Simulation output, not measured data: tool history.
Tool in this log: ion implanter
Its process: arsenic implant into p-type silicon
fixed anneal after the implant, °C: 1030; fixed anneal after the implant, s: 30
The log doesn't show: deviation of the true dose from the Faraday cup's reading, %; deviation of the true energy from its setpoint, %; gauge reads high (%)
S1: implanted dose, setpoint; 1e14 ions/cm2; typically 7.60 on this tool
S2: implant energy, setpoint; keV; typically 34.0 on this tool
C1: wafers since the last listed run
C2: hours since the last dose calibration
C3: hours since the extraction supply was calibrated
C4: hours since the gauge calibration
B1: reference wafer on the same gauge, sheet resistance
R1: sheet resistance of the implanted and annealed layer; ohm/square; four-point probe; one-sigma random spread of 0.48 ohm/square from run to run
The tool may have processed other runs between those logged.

run 1 hour=0.0 | S1=7.60 S2=34.0 | C1=0 C2=1457.0 C3=4848.1 C4=532.3 | B1=117.10 | R1=140.22
run 2 hour=31.3 | S1=7.60 S2=34.0 | C1=536 C2=1488.3 C3=4879.4 C4=563.6 | B1=117.02 | R1=140.17
run 3 hour=45.2 | S1=7.60 S2=34.0 | C1=238 C2=1502.2 C3=4893.3 C4=577.5 | B1=116.98 | R1=140.06
run 4 hour=122.0 | S1=7.60 S2=34.0 | C1=1317 C2=1579.0 C3=4970.1 C4=654.3 | B1=117.15 | R1=140.27
run 5 hour=142.9 | S1=7.60 S2=34.0 | C1=358 C2=1599.9 C3=4991.0 C4=675.2 | B1=116.99 | R1=139.45
run 6 hour=163.0 | S1=7.60 S2=34.0 | C1=344 C2=1620.0 C3=5011.1 C4=695.3 | B1=116.93 | R1=139.14
run 7 hour=179.6 | S1=7.60 S2=34.0 | C1=284 C2=1636.6 C3=5027.7 C4=711.9 | B1=116.86 | R1=140.05
run 8 hour=204.4 | S1=7.60 S2=34.0 | C1=425 C2=1661.4 C3=5052.5 C4=736.7 | B1=117.09 | R1=138.92
run 9 hour=223.4 | S1=6.65 S2=34.0 | C1=325 C2=1680.4 C3=5071.5 C4=755.7 | B1=117.04 | R1=154.21
-- hour=253.0 extraction supply calibrated
run 10 hour=253.5 | S1=6.65 S2=34.0 | C1=378 C2=1710.5 C3=0.5 C4=785.8 | B1=117.01 | R1=154.08
run 11 hour=280.2 | S1=7.60 S2=34.0 | C1=457 C2=1737.2 C3=27.2 C4=812.5 | B1=117.06 | R1=139.82
run 12 hour=307.0 | S1=7.60 S2=34.0 | C1=459 C2=1764.0 C3=54.0 C4=839.3 | B1=116.96 | R1=139.86
run 13 hour=324.1 | S1=7.60 S2=34.0 | C1=293 C2=1781.1 C3=71.1 C4=856.4 | B1=117.07 | R1=139.35
run 14 hour=348.4 | S1=6.65 S2=42.5 | C1=416 C2=1805.4 C3=95.4 C4=880.7 | B1=117.00 | R1=149.45
run 15 hour=362.3 | S1=6.65 S2=42.5 | C1=238 C2=1819.3 C3=109.3 C4=894.6 | B1=116.95 | R1=148.83
-- hour=370.6 gauge calibrated
run 16 hour=391.9 | S1=7.60 S2=34.0 | C1=507 C2=1848.9 C3=138.9 C4=21.3 | B1=117.01 | R1=139.35
run 17 hour=421.1 | S1=7.60 S2=34.0 | C1=500 C2=1878.1 C3=168.1 C4=50.5 | B1=117.15 | R1=139.88
run 18 hour=435.3 | S1=7.60 S2=34.0 | C1=243 C2=1892.3 C3=182.3 C4=64.7 | B1=117.08 | R1=139.23
run 19 hour=464.2 | S1=9.13 S2=23.5 | C1=495 C2=1921.2 C3=211.2 C4=93.6 | B1=117.13 | R1=128.90
-- hour=484.6 Faraday cup replaced and dose calibrated
run 20 hour=485.8 | S1=5.85 S2=44.0 | C1=233 C2=1.2 C3=232.8 C4=115.2 | B1=116.89 | R1=165.08
run 21 hour=513.7 | S1=5.56 S2=27.0 | C1=478 C2=29.1 C3=260.7 C4=143.1 | B1=117.05 | R1=182.36
run 22 hour=545.6 | S1=7.60 S2=34.0 | C1=547 C2=61.0 C3=292.6 C4=175.0 | B1=117.11 | R1=140.79
run 23 hour=565.0 | S1=9.69 S2=45.0 | C1=332 C2=80.4 C3=312.0 C4=194.4 | B1=116.99 | R1=112.45
run 24 hour=600.2 | S1=6.22 S2=26.5 | C1=603 C2=115.6 C3=347.2 C4=229.6 | B1=116.91 | R1=167.88
run 25 hour=617.3 | S1=6.44 S2=40.5 | C1=293 C2=132.7 C3=364.3 C4=246.7 | B1=116.87 | R1=154.06
run 26 hour=643.0 | S1=9.23 S2=34.0 | C1=440 C2=158.4 C3=390.0 C4=272.4 | B1=116.95 | R1=122.09
run 27 hour=659.2 | S1=7.60 S2=43.5 | C1=277 C2=174.6 C3=406.2 C4=288.6 | B1=117.02 | R1=136.20
run 28 hour=683.4 | S1=7.60 S2=34.0 | C1=415 C2=198.8 C3=430.4 C4=312.8 | B1=117.02 | R1=139.63
run 29 hour=701.7 | S1=9.37 S2=30.5 | C1=313 C2=217.1 C3=448.7 C4=331.1 | B1=117.13 | R1=122.44
run 30 hour=735.5 | S1=7.01 S2=40.5 | C1=579 C2=250.9 C3=482.5 C4=364.9 | B1=116.96 | R1=144.71
run 31 hour=767.1 | S1=8.39 S2=43.5 | C1=541 C2=282.5 C3=514.1 C4=396.5 | B1=116.99 | R1=125.98
run 32 hour=784.3 | S1=7.60 S2=34.0 | C1=294 C2=299.7 C3=531.3 C4=413.7 | B1=117.00 | R1=139.95
run 33 hour=797.2 | S1=7.60 S2=34.0 | C1=221 C2=312.6 C3=544.2 C4=426.6 | B1=117.03 | R1=139.64
run 34 hour=827.7 | S1=9.28 S2=27.5 | C1=523 C2=343.1 C3=574.7 C4=457.1 | B1=116.94 | R1=125.71
run 35 hour=843.0 | S1=6.09 S2=34.0 | C1=262 C2=358.4 C3=590.0 C4=472.4 | B1=116.88 | R1=165.12
run 36 hour=868.3 | S1=5.67 S2=29.0 | C1=433 C2=383.7 C3=615.3 C4=497.7 | B1=116.91 | R1=178.83
run 37 hour=887.0 | S1=5.77 S2=34.0 | C1=320 C2=402.4 C3=634.0 C4=516.4 | B1=116.97 | R1=172.09

What if the next run were any one of these 4? Each begins from the tool's condition after run 37:
run A hour=887.4 | S1=7.60 S2=26.5 | C1=6 C2=402.8 C3=634.4 C4=516.8 | B1=? | R1=?
run B hour=887.4 | S1=5.98 S2=28.5 | C1=6 C2=402.8 C3=634.4 C4=516.8 | B1=? | R1=?
run C hour=887.4 | S1=8.56 S2=26.5 | C1=6 C2=402.8 C3=634.4 C4=516.8 | B1=? | R1=?
run D hour=887.4 | S1=6.99 S2=44.5 | C1=6 C2=402.8 C3=634.4 C4=516.8 | B1=? | R1=?

run=A B1=116.96 R1=143.94
run=B B1=116.96 R1=170.83
run=C B1=116.96 R1=132.03
run=D B1=116.96 R1=142.82
Without the tool's hidden state the same runs would have given:
run=A R1=143.94
run=B R1=170.83
run=C R1=132.03
run=D R1=142.82

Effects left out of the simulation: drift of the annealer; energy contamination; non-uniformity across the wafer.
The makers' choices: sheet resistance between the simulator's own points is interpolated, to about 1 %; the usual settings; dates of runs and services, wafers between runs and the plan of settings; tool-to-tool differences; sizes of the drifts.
